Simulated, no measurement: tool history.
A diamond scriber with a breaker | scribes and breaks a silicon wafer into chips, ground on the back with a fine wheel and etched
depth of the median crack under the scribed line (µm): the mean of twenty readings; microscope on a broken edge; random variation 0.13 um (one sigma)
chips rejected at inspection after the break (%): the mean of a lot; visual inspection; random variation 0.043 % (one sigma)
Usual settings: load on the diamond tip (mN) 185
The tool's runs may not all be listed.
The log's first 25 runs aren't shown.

run   hour  load on the diamond tip (mN)  incoming depth of the damage left on the back of the incoming wafer, um  depth of the median crack under the scribed line (µm)  chips rejected at inspection after the break (%)
     321.0  -- diamond tip replaced by a new one
 26  322.6                           148                                                                     0.46                                                   6.27                                              1.82
 27  340.2                           151                                                                     0.50                                                   6.23                                              1.63
 28  352.9                           153                                                                     0.45                                                   6.45                                              1.59
 29  361.2                           131                                                                     0.78                                                   6.01                                              2.99
 30  369.7                           205                                                                     0.58                                                   7.06                                              1.12
 31  384.1                           185                                                                     0.75                                                   6.77                                              1.08
 32  431.9                           185                                                                     0.70                                                   6.83                                              1.04
 33  453.2                           185                                                                     0.61                                                   6.89                                              1.00
 34  465.1                           185                                                                     0.35                                                   6.74                                              0.94
 35  475.1                           185                                                                     0.73                                                   6.84                                              1.09
 36  489.1                           168                                                                     0.57                                                   6.54                                              1.19

Forecast each of these 4 alternatives for the next run:
  A  489.7                           161                                                                     0.53                                                      ?                                                 ?
  B  489.7                           169                                                                     0.53                                                      ?                                                 ?
  C  489.7                           130                                                                     0.53                                                      ?                                                 ?
  D  489.7                           213                                                                     0.53                                                      ?                                                 ?

run  depth of the median crack under the scribed line (µm)  chips rejected at inspection after the break (%)
  A                                                   6.49                                              1.23
  B                                                   6.62                                              1.05
  C                                                   5.99                                              2.76
  D                                                   7.30                                              1.27
Without the tool's hidden state the same runs would have given:
run  depth of the median crack under the scribed line (µm)  chips rejected at inspection after the break (%)
  A                                                   6.49                                              1.23
  B                                                   6.62                                              1.05
  C                                                   5.99                                              2.76
  D                                                   7.30                                              1.27
